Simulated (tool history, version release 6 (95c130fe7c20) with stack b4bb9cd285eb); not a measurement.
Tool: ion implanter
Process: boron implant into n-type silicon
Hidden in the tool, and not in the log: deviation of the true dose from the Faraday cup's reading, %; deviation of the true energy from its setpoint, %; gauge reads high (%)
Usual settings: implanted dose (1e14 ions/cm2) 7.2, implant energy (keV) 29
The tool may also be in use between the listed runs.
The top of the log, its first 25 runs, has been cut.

| run | hour | implanted dose (1e14 ions/cm2) | implant energy (keV) | wafers since the last listed run | hours since the last dose calibration | hours since the extraction supply was calibrated | hours since the gauge calibration | read-back reference wafer on the same gauge, sheet resistance | sheet resistance of the implanted and annealed layer (ohm/square) |
|---|---|---|---|---|---|---|---|---|---|
| 26 | 1835.3 | 7.95 | 39 | 1376 | 1061.5 | 3730.6 | 552.6 | 128.91 | 146.71 |
| 27 | 1871.4 | 7.2 | 29 | 482 | 1097.6 | 3766.7 | 588.7 | 128.77 | 162.24 |
| 28 | 1959.3 | 7.2 | 29 | 1173 | 1185.5 | 3854.6 | 676.6 | 129.06 | 162.34 |
|  | 1981 | extraction supply calibrated |
| 29 | 2031.7 | 6.28 | 20 | 859 | 1257.9 | 50.7 | 749 | 128.92 | 188.78 |
| 30 | 2186.2 | 7.94 | 25.5 | 2063 | 1412.4 | 205.2 | 903.5 | 128.98 | 151.71 |
| 31 | 2267.4 | 8.62 | 29 | 1084 | 1493.6 | 286.4 | 984.7 | 128.8 | 140.24 |
| 32 | 2309.7 | 5.17 | 37 | 564 | 1535.9 | 328.7 | 1027 | 129.11 | 209.58 |
| 33 | 2389.9 | 5.22 | 19 | 1070 | 1616.1 | 408.9 | 1107.2 | 128.89 | 221.56 |
| 34 | 2670.2 | 5.83 | 24.5 | 3742 | 1896.4 | 689.2 | 1387.5 | 128.9 | 197.13 |
| 35 | 2750.8 | 5.7 | 29 | 1076 | 1977 | 769.8 | 1468.1 | 128.76 | 199.35 |
| 36 | 2798.7 | 6.47 | 21.5 | 639 | 2024.9 | 817.7 | 1516 | 129.2 | 183.62 |

Forecast each of these 5 alternatives for the next run:
| A | 2799.1 | 8.42 | 29 | 5 | 2025.3 | 818.1 | 1516.4 | ? | ? |
| B | 2799.1 | 6.55 | 20 | 5 | 2025.3 | 818.1 | 1516.4 | ? | ? |
| C | 2799.1 | 5.46 | 29 | 5 | 2025.3 | 818.1 | 1516.4 | ? | ? |
| D | 2799.1 | 5.73 | 29 | 5 | 2025.3 | 818.1 | 1516.4 | ? | ? |
| E | 2799.1 | 8.35 | 22 | 5 | 2025.3 | 818.1 | 1516.4 | ? | ? |

| run | read-back reference wafer on the same gauge, sheet resistance | sheet resistance of the implanted and annealed layer (ohm/square) |
|---|---|---|
| A | 129.1 | 143.66 |
| B | 129.1 | 183.37 |
| C | 129.1 | 205.96 |
| D | 129.1 | 197.98 |
| E | 129.1 | 147.88 |
With no hidden state in the tool, these same runs would have given:
| run | sheet resistance of the implanted and annealed layer (ohm/square) |
|---|---|
| A | 138.25 |
| B | 176.38 |
| C | 198.38 |
| D | 190.66 |
| E | 142.24 |
